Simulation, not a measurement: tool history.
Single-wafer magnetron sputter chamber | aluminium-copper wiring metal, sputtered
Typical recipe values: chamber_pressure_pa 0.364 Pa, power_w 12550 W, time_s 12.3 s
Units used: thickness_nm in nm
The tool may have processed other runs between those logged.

run	hour	chamber_pressure_pa	power_w	time_s	wafers since the last listed run	wafers on the sputter target	hours since the last manometer calibration	hours since the magnet pack was replaced	hours since the gauge calibration	read-back reference wafer on the same gauge, thickness_nm	thickness_nm
1	0	0.364	12550	12.3	0	1162	1937.2	9508.9	575.8	297.769	262.613
2	12	0.364	12550	12.3	263	1425	1949.2	9520.9	587.8	297.819	259.91
# hour 58.4: gauge calibrated
3	95.8	0.364	12550	12.3	1838	3264	2033	9604.7	37.4	297.926	257.004
4	112.6	0.364	12550	12.3	368	3632	2049.8	9621.5	54.2	298.14	258.205
5	140.6	0.364	14150	11.4	614	4247	2077.8	9649.5	82.2	298.214	261.022
# hour 153.8: sputter target and shields replaced
6	154.8	0.364	12550	12.3	136	21	2092	9663.7	96.4	297.903	267.854
7	173.8	0.364	12550	12.3	416	438	2111	9682.7	115.4	298.22	266.619
8	192	0.364	12550	12.3	399	837	2129.2	9700.9	133.6	298.051	261.451
9	210.5	0.364	14200	11.4	405	1243	2147.7	9719.4	152.1	298.22	265.228
10	242.2	0.364	10900	13.5	695	1939	2179.4	9751.1	183.8	298.271	253.38
11	267.5	0.364	10900	13.5	555	2494	2204.7	9776.4	209.1	298.184	252.875
# hour 287.2: magnet pack replaced
12	287.7	0.364	10900	13.5	267	2761	2224.9	0.5	229.3	297.858	253.407
13	306	0.364	12550	12.3	401	3163	2243.2	18.8	247.6	298.123	255.207
14	329	0.364	12550	12.3	504	3667	2266.2	41.8	270.6	297.953	255.98
# hour 348.7: sputter target and shields replaced
15	362.5	0.364	12550	12.3	559	303	2299.7	75.3	304.1	297.861	267.411
16	374.8	0.364	12550	12.3	269	573	2312	87.6	316.4	298.178	266.077
17	410.6	0.364	11850	12.3	785	1358	2347.8	123.4	352.2	297.821	251.924
18	427.4	0.364	15250	12.3	368	1727	2364.6	140.2	369	297.78	305.481
19	456.4	0.266	9750	12.3	636	2363	2393.6	169.2	398	298.101	224.661
20	486	0.364	14650	13.6	649	3012	2423.2	198.8	427.6	297.817	323.194
# hour 527.3: sputter target and shields replaced
# hour 575.4: capacitance manometer re-zeroed and calibrated
21	575.9	0.364	12550	12.3	1621	890	0.5	288.7	517.5	297.827	261.495
22	604.4	0.272	12550	12.3	625	1515	29	317.2	546	297.874	271.628
23	619.5	0.497	15550	14.3	331	1846	44.1	332.3	561.1	297.966	339.554
# hour 623.3: gauge calibrated
24	651.2	0.325	15050	10.5	695	2542	75.8	364	27.9	298.097	258.187
# hour 688.4: sputter target and shields replaced
25	688.9	0.3	15150	13	651	11	113.5	401.7	65.6	298.036	338.554
26	713.7	0.364	12550	12.3	544	555	138.3	426.5	90.4	297.985	264.211
27	741.7	0.364	14550	12.3	614	1169	166.3	454.5	118.4	297.764	293.948
28	763.6	0.468	13700	11.1	480	1650	188.2	476.4	140.3	297.956	240.546
29	788.3	0.413	10200	12.9	541	2191	212.9	501.1	165	298.026	226.445
30	811.3	0.317	10050	10	504	2696	235.9	524.1	188	298.166	180.102
31	836.9	0.364	12550	14	561	3258	261.5	549.7	213.6	298.176	293.427
32	849.4	0.364	12550	12.3	274	3532	274	562.2	226.1	297.866	255.002
# hour 858.2: sputter target and shields replaced
33	882.6	0.508	10700	14.1	552	535	307.2	595.4	259.3	297.832	251.582
34	896.6	0.493	9800	14.4	307	842	321.2	609.4	273.3	297.825	240.394

Branching from run 34: 3 alternative next runs. What would each branch give?
A	897	0.364	11650	12.3	8	851	321.6	609.8	273.7	?	?
B	897	0.309	14900	12.3	8	851	321.6	609.8	273.7	?	?
C	897	0.22	12550	14	8	851	321.6	609.8	273.7	?	?

run	read-back reference wafer on the same gauge, thickness_nm	thickness_nm
A	297.969	246.234
B	297.969	305.626
C	297.969	315.762
Take away the tool's hidden state, keep each run's random variation, and the runs would have read:
run	thickness_nm
A	255.523
B	317.156
C	327.674

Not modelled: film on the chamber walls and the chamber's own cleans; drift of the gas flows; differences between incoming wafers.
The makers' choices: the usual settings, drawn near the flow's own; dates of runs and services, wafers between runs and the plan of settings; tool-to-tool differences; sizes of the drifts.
